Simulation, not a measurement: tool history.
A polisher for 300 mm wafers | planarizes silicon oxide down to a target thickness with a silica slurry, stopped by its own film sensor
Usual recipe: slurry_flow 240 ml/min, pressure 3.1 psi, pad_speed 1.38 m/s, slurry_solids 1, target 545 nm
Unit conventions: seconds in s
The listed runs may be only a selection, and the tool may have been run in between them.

run	hour	slurry_flow	pressure	pad_speed	slurry_solids	target	wafers since the last listed run	wafers polished on this pad	hours since the slurry nozzle was cleaned	hours since the head pressure was calibrated	hours since the slurry blender was calibrated	hours since the conditioning disc was replaced	incoming thickness of the incoming film, nm	seconds
1	0	190	3.1	1.38	1	545	0	381	545.8	870.8	198.6	469.7	967	148.8
# hour 13.9: slurry nozzle cleaned
# hour 40.7: head pressure recalibrated
2	52.6	190	3.1	1.38	1	545	267	649	38.7	11.9	251.2	522.3	968	155.3
# hour 57.3: slurry blender recalibrated
# hour 63: worn pad replaced by a new one
3	67.1	240	3.1	1.38	1	545	45	22	53.2	26.4	9.8	536.8	940.6	148.4
4	78.1	240	3.1	1.38	1	545	59	81	64.2	37.4	20.8	547.8	952.3	153.2
5	94.2	240	3.1	1.38	1	545	86	168	80.3	53.5	36.9	563.9	968.7	160.4
# hour 106.2: conditioning disc replaced and pad reconditioned
6	108.6	240	3.1	1.38	1	545	66	235	94.7	67.9	51.3	2.4	969.2	160.1
7	120.4	290	3.1	1.38	1	545	63	299	106.5	79.7	63.1	14.2	964.7	156.9
8	131.7	290	3.1	1.38	1	545	61	360	117.8	91	74.4	25.5	951.5	149.6
# hour 138.2: worn pad replaced by a new one, repeated, since the last time left the tool worse
9	141	240	4	1.38	0.85	545	28	15	127.1	100.3	83.7	34.8	964.7	121.7
10	150.5	315	3.1	1.38	1.2	545	51	66	136.6	109.8	93.2	44.3	979.6	132
11	159.5	240	3.5	1.38	1	475	48	115	145.6	118.8	102.2	53.3	939.8	141.5
12	171.1	290	3.1	1.38	0.8	405	62	177	157.2	130.4	113.8	64.9	970.8	215.2
13	179.8	290	3.1	1.38	0.8	405	47	224	165.9	139.1	122.5	73.6	955.1	207.9
14	187.9	240	3.1	1.38	0.8	545	43	268	174	147.2	130.6	81.7	966.7	165.9
15	195.3	240	3.1	1.38	1	545	39	308	181.4	154.6	138	89.1	967.4	147.2
16	209.2	210	3.1	1.18	1	585	75	383	195.3	168.5	151.9	103	962.3	150.9
17	218.3	290	3.1	1.38	1.15	545	49	432	204.4	177.6	161	112.1	948.7	128.4
18	224.4	240	3.1	1.38	1	545	32	465	210.5	183.7	167.1	118.2	948.4	140.3
19	269.3	240	3.1	1.38	1	473	242	708	255.4	228.6	212	163.1	970.5	177.6
20	282.3	240	3.1	1.38	1	545	70	778	268.4	241.6	225	176.1	949.8	145.6
21	292.2	240	3.1	1.38	1	404	53	832	278.3	251.5	234.9	186	947.5	196.5
22	304.1	240	3.5	1.2	1.2	545	64	896	290.2	263.4	246.8	197.9	942	131
# hour 309.5: worn pad replaced by a new one
23	316.7	240	3.1	1.38	0.9	448	46	38	302.8	276	259.4	210.5	954.3	185.2

Predict the results of run 24:
# hour 321.9: slurry blender recalibrated
24	328.2	240	3.1	1.62	1	413	51	90	314.3	287.5	6.3	222	959	?

{"run 24": {"seconds": 164.1}}
Minus the tool's unlogged condition, the same run would have read seconds 163.6 s.
